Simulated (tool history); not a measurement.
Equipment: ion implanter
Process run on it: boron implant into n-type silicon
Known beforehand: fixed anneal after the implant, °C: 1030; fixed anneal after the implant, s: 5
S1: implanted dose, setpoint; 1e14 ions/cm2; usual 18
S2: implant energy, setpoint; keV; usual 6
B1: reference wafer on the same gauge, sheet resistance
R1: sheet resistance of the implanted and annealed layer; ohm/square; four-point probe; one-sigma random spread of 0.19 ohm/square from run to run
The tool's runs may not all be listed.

| run | hour | S1 | S2 | B1 | R1 |
|---|---|---|---|---|---|
| 1 | 0 | 18 | 6 | 128.06 | 132.24 |
| 2 | 38.3 | 18 | 6 | 128.1 | 132.09 |
| 3 | 127 | 18 | 6 | 128.02 | 132.11 |
| 4 | 177.7 | 18 | 6 | 127.97 | 132.79 |
| 5 | 254.3 | 18 | 6 | 128.02 | 132.52 |
| 6 | 330 | 18 | 6 | 128.03 | 132.85 |
| 7 | 425.8 | 20.86 | 7.5 | 128.02 | 115.51 |
| 8 | 506.5 | 20.86 | 7.5 | 128.07 | 115.93 |
| 9 | 585.1 | 18 | 7.5 | 127.87 | 119.14 |
| 10 | 691.2 | 18 | 7.5 | 127.91 | 118.96 |
|  | 723.1 | extraction supply calibrated |
|  | 748.8 | Faraday cup replaced and dose calibrated |
| 11 | 772.2 | 18 | 6 | 127.94 | 129.13 |
| 12 | 811.7 | 18 | 6 | 127.99 | 129.3 |
| 13 | 861.2 | 18 | 6 | 128.06 | 129.22 |
| 14 | 1044 | 19.75 | 6 | 128.03 | 128.01 |
|  | 1189 | gauge calibrated |
| 15 | 1192.8 | 18 | 7 | 127.88 | 120.18 |
| 16 | 1237.1 | 18 | 6 | 128.02 | 129.34 |
| 17 | 1289.5 | 23.01 | 4.5 | 128 | 145.18 |
| 18 | 1369.7 | 21.41 | 4.5 | 127.96 | 147.02 |
| 19 | 1412.7 | 18 | 4.5 | 128 | 149.82 |
| 20 | 1491.3 | 13.29 | 6.5 | 128.02 | 134.31 |
| 21 | 1619.9 | 14.21 | 4.5 | 128.05 | 156.35 |
| 22 | 1657.3 | 18 | 6 | 127.97 | 129.99 |
|  | 1675.1 | Faraday cup replaced and dose calibrated |
| 23 | 1727.4 | 18 | 6 | 128.01 | 129.69 |
| 24 | 1791.7 | 15.52 | 7.5 | 128.01 | 119.11 |
| 25 | 1896.2 | 18 | 6 | 128 | 129.59 |
| 26 | 1981.2 | 16.18 | 7 | 127.98 | 122.17 |
| 27 | 2021.8 | 12.8 | 6 | 127.94 | 139.84 |

Branching from run 27: 5 alternative next runs. What would each branch give?
| A | 2022.2 | 18 | 6 | ? | ? |
| B | 2022.2 | 18 | 6 | ? | ? |
| C | 2022.2 | 13.44 | 4.5 | ? | ? |
| D | 2022.2 | 20.28 | 6 | ? | ? |
| E | 2022.2 | 12.94 | 4.5 | ? | ? |

| run | B1 | R1 |
|---|---|---|
| A | 128.06 | 129.76 |
| B | 128.06 | 129.76 |
| C | 128.06 | 157.14 |
| D | 128.06 | 127.73 |
| E | 128.06 | 158.54 |
Without the tool's unlogged condition, the same runs would have read:
| run | R1 |
|---|---|
| A | 129.34 |
| B | 129.34 |
| C | 156.43 |
| D | 127.38 |
| E | 157.78 |
